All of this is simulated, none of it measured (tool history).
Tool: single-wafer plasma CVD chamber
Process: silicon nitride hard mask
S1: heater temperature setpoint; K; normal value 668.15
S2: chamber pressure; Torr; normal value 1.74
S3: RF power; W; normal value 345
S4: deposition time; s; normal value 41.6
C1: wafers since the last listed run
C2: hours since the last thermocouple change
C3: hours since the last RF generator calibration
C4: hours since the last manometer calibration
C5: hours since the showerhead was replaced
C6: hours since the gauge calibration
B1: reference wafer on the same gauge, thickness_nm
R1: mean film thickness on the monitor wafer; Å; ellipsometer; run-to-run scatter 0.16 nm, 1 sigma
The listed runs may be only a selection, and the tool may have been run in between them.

{"run": 1, "hour": 0.0, "S1": 668.15, "S2": 1.74, "S3": 345, "S4": 41.6, "C1": 0, "C2": 1568.5, "C3": 840.8, "C4": 2532.5, "C5": 4478.6, "C6": 304.8, "B1": 51.389, "R1": 543.31}
{"run": 2, "hour": 16.7, "S1": 668.15, "S2": 1.74, "S3": 345, "S4": 41.6, "C1": 224, "C2": 1585.2, "C3": 857.5, "C4": 2549.2, "C5": 4495.3, "C6": 321.5, "B1": 51.359, "R1": 543.74}
{"run": 3, "hour": 45.0, "S1": 668.15, "S2": 1.74, "S3": 345, "S4": 41.6, "C1": 380, "C2": 1613.5, "C3": 885.8, "C4": 2577.5, "C5": 4523.6, "C6": 349.8, "B1": 51.388, "R1": 544.08}
{"run": 4, "hour": 75.2, "S1": 668.15, "S2": 1.74, "S3": 345, "S4": 41.6, "C1": 406, "C2": 1643.7, "C3": 916.0, "C4": 2607.7, "C5": 4553.8, "C6": 380.0, "B1": 51.372, "R1": 541.3}
{"run": 5, "hour": 94.4, "S1": 668.15, "S2": 1.74, "S3": 345, "S4": 41.6, "C1": 258, "C2": 1662.9, "C3": 935.2, "C4": 2626.9, "C5": 4573.0, "C6": 399.2, "B1": 51.426, "R1": 541.05}
{"run": 6, "hour": 116.9, "S1": 680.15, "S2": 1.74, "S3": 330, "S4": 41.6, "C1": 302, "C2": 1685.4, "C3": 957.7, "C4": 2649.4, "C5": 4595.5, "C6": 421.7, "B1": 51.43, "R1": 521.66}
{"run": 7, "hour": 145.2, "S1": 680.15, "S2": 1.74, "S3": 330, "S4": 41.6, "C1": 380, "C2": 1713.7, "C3": 986.0, "C4": 2677.7, "C5": 4623.8, "C6": 450.0, "B1": 51.415, "R1": 520.66}
{"run": 8, "hour": 163.3, "S1": 680.15, "S2": 1.74, "S3": 330, "S4": 41.6, "C1": 243, "C2": 1731.8, "C3": 1004.1, "C4": 2695.8, "C5": 4641.9, "C6": 468.1, "B1": 51.408, "R1": 523.81}
{"hour": 182.9, "done": "gauge calibrated"}
{"run": 9, "hour": 189.1, "S1": 668.15, "S2": 1.74, "S3": 345, "S4": 41.6, "C1": 346, "C2": 1757.6, "C3": 1029.9, "C4": 2721.6, "C5": 4667.7, "C6": 6.2, "B1": 51.374, "R1": 539.51}
{"run": 10, "hour": 209.3, "S1": 668.15, "S2": 1.74, "S3": 345, "S4": 41.6, "C1": 271, "C2": 1777.8, "C3": 1050.1, "C4": 2741.8, "C5": 4687.9, "C6": 26.4, "B1": 51.349, "R1": 539.46}
{"run": 11, "hour": 226.1, "S1": 668.15, "S2": 1.74, "S3": 400, "S4": 41.6, "C1": 225, "C2": 1794.6, "C3": 1066.9, "C4": 2758.6, "C5": 4704.7, "C6": 43.2, "B1": 51.432, "R1": 590.28}
{"run": 12, "hour": 239.7, "S1": 656.15, "S2": 1.39, "S3": 345, "S4": 41.6, "C1": 182, "C2": 1808.2, "C3": 1080.5, "C4": 2772.2, "C5": 4718.3, "C6": 56.8, "B1": 51.379, "R1": 491.74}
{"run": 13, "hour": 256.2, "S1": 668.15, "S2": 2.06, "S3": 345, "S4": 48.2, "C1": 221, "C2": 1824.7, "C3": 1097.0, "C4": 2788.7, "C5": 4734.8, "C6": 73.3, "B1": 51.399, "R1": 663.99}
{"hour": 271.1, "done": "showerhead replaced"}
{"run": 14, "hour": 285.0, "S1": 668.15, "S2": 1.74, "S3": 285, "S4": 41.6, "C1": 279, "C2": 1853.5, "C3": 1125.8, "C4": 2817.5, "C5": 13.9, "C6": 102.1, "B1": 51.406, "R1": 471.14}
{"run": 15, "hour": 307.9, "S1": 680.15, "S2": 2.11, "S3": 300, "S4": 41.6, "C1": 307, "C2": 1876.4, "C3": 1148.7, "C4": 2840.4, "C5": 36.8, "C6": 125.0, "B1": 51.402, "R1": 523.16}
{"hour": 342.4, "done": "capacitance manometer re-zeroed and calibrated"}
{"hour": 342.8, "done": "thermocouple changed; heater temperature recalibrated"}
{"run": 16, "hour": 343.3, "S1": 668.15, "S2": 1.74, "S3": 345, "S4": 37.3, "C1": 362, "C2": 0.5, "C3": 1184.1, "C4": 0.9, "C5": 72.2, "C6": 160.4, "B1": 51.361, "R1": 478.6}
{"run": 17, "hour": 358.7, "S1": 668.15, "S2": 2.06, "S3": 345, "S4": 41.6, "C1": 207, "C2": 15.9, "C3": 1199.5, "C4": 16.3, "C5": 87.6, "C6": 175.8, "B1": 51.389, "R1": 566.04}
{"hour": 370.4, "done": "RF generator calibrated"}
{"run": 18, "hour": 393.1, "S1": 680.15, "S2": 1.74, "S3": 330, "S4": 41.6, "C1": 354, "C2": 50.3, "C3": 22.7, "C4": 50.7, "C5": 122.0, "C6": 210.2, "B1": 51.378, "R1": 537.94}
{"run": 19, "hour": 408.4, "S1": 680.15, "S2": 1.74, "S3": 330, "S4": 41.6, "C1": 205, "C2": 65.6, "C3": 38.0, "C4": 66.0, "C5": 137.3, "C6": 225.5, "B1": 51.402, "R1": 535.15}
{"run": 20, "hour": 422.6, "S1": 656.15, "S2": 1.39, "S3": 345, "S4": 41.6, "C1": 190, "C2": 79.8, "C3": 52.2, "C4": 80.2, "C5": 151.5, "C6": 239.7, "B1": 51.333, "R1": 503.91}
{"run": 21, "hour": 473.2, "S1": 668.15, "S2": 1.74, "S3": 345, "S4": 41.6, "C1": 680, "C2": 130.4, "C3": 102.8, "C4": 130.8, "C5": 202.1, "C6": 290.3, "B1": 51.453, "R1": 552.43}

Here are 4 independent what-if runs from the current tool condition. What would each one return?
{"run": "A", "hour": 473.6, "S1": 664.15, "S2": 1.74, "S3": 345, "S4": 41.6, "C1": 5, "C2": 130.8, "C3": 103.2, "C4": 131.2, "C5": 202.5, "C6": 290.7, "B1": "?", "R1": "?"}
{"run": "B", "hour": 473.6, "S1": 678.15, "S2": 1.74, "S3": 405, "S4": 41.6, "C1": 5, "C2": 130.8, "C3": 103.2, "C4": 131.2, "C5": 202.5, "C6": 290.7, "B1": "?", "R1": "?"}
{"run": "C", "hour": 473.6, "S1": 654.15, "S2": 1.74, "S3": 345, "S4": 41.6, "C1": 5, "C2": 130.8, "C3": 103.2, "C4": 131.2, "C5": 202.5, "C6": 290.7, "B1": "?", "R1": "?"}
{"run": "D", "hour": 473.6, "S1": 672.15, "S2": 1.74, "S3": 345, "S4": 41.6, "C1": 5, "C2": 130.8, "C3": 103.2, "C4": 131.2, "C5": 202.5, "C6": 290.7, "B1": "?", "R1": "?"}

run=A B1=51.342 R1=548.61
run=B B1=51.342 R1=601.68
run=C B1=51.342 R1=550.84
run=D B1=51.342 R1=546.81
The same runs, with their run-to-run variation unchanged, on a tool lacking any hidden condition would have given:
run=A R1=552.76
run=B R1=605.89
run=C R1=555.00
run=D R1=550.94

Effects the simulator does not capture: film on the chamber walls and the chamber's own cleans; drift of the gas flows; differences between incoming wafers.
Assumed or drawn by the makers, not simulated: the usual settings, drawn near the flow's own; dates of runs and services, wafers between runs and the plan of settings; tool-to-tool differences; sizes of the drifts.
